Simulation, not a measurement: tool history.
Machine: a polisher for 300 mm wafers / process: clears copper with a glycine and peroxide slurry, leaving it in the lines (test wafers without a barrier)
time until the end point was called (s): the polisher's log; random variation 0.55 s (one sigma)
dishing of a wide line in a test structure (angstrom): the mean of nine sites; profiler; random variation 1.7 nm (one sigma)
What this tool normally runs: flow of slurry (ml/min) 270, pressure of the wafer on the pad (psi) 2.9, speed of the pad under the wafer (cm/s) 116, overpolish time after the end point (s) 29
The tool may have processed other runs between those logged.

| run | hour | flow of slurry (ml/min) | pressure of the wafer on the pad (psi) | speed of the pad under the wafer (cm/s) | overpolish time after the end point (s) | incoming thickness of the incoming film, nm | time until the end point was called (s) | dishing of a wide line in a test structure (angstrom) |
|---|---|---|---|---|---|---|---|---|
| 1 | 0 | 270 | 2.9 | 116 | 29 | 542.9 | 69.2 | 1045 |
| 2 | 19.9 | 270 | 2.9 | 116 | 29 | 548.8 | 70.9 | 1052 |
| 3 | 34.6 | 270 | 2.9 | 116 | 29 | 544.7 | 70.7 | 984 |
|  | 53.4 | worn pad replaced by a new one |
| 4 | 64.7 | 270 | 3.6 | 116 | 29 | 553 | 57.8 | 1194 |
| 5 | 83.1 | 270 | 2.9 | 116 | 17 | 553.8 | 69.5 | 787 |
| 6 | 101.3 | 270 | 2.9 | 116 | 17 | 547.7 | 69.7 | 765 |
| 7 | 136.6 | 270 | 2.9 | 116 | 17 | 543.5 | 69.2 | 750 |
| 8 | 168.3 | 270 | 2.9 | 116 | 22 | 540.4 | 69.7 | 873 |
| 9 | 183.7 | 180 | 2.3 | 140 | 13 | 542 | 76.3 | 563 |
|  | 186.1 | slurry nozzle cleaned |
|  | 186.4 | head pressure recalibrated |
| 10 | 199.5 | 340 | 3.9 | 132 | 42 | 538.9 | 49.1 | 1408 |
|  | 223.2 | worn pad replaced by a new one |
| 11 | 228.7 | 300 | 2.9 | 148 | 17 | 543.2 | 64 | 770 |
| 12 | 257.1 | 185 | 2.9 | 98 | 16 | 541 | 94.9 | 587 |
|  | 277.7 | worn pad replaced by a new one, repeated, since the last time left the tool worse |
| 13 | 278.2 | 270 | 2.9 | 116 | 14 | 547.5 | 68.4 | 662 |
| 14 | 302.3 | 270 | 3.3 | 100 | 13 | 549.9 | 70.5 | 644 |
| 15 | 318.1 | 220 | 2.9 | 116 | 20 | 555.6 | 71.4 | 828 |
| 16 | 342.8 | 270 | 2.9 | 116 | 29 | 544.2 | 69.2 | 1019 |
| 17 | 376.1 | 270 | 3.3 | 134 | 29 | 533.1 | 55.2 | 1168 |

Consider 4 possible next runs. They are alternatives, not a sequence: every one starts from the tool as it was left by run 17. What does each give?
| A | 376.6 | 270 | 2.9 | 116 | 29 | 540 | ? | ? |
| B | 376.6 | 270 | 2 | 148 | 29 | 540 | ? | ? |
| C | 376.6 | 270 | 3.9 | 116 | 13 | 540 | ? | ? |
| D | 376.6 | 215 | 2.9 | 116 | 29 | 540 | ? | ? |

| run | time until the end point was called (s) | dishing of a wide line in a test structure (angstrom) |
|---|---|---|
| A | 70.7 | 1041 |
| B | 78.4 | 918 |
| C | 54.8 | 771 |
| D | 72 | 1031 |
The same runs, with their run-to-run variation unchanged, on a tool lacking any hidden condition would have given:
| run | time until the end point was called (s) | dishing of a wide line in a test structure (angstrom) |
|---|---|---|
| A | 68.3 | 1059 |
| B | 75.8 | 933 |
| C | 52.9 | 790 |
| D | 69.6 | 1049 |
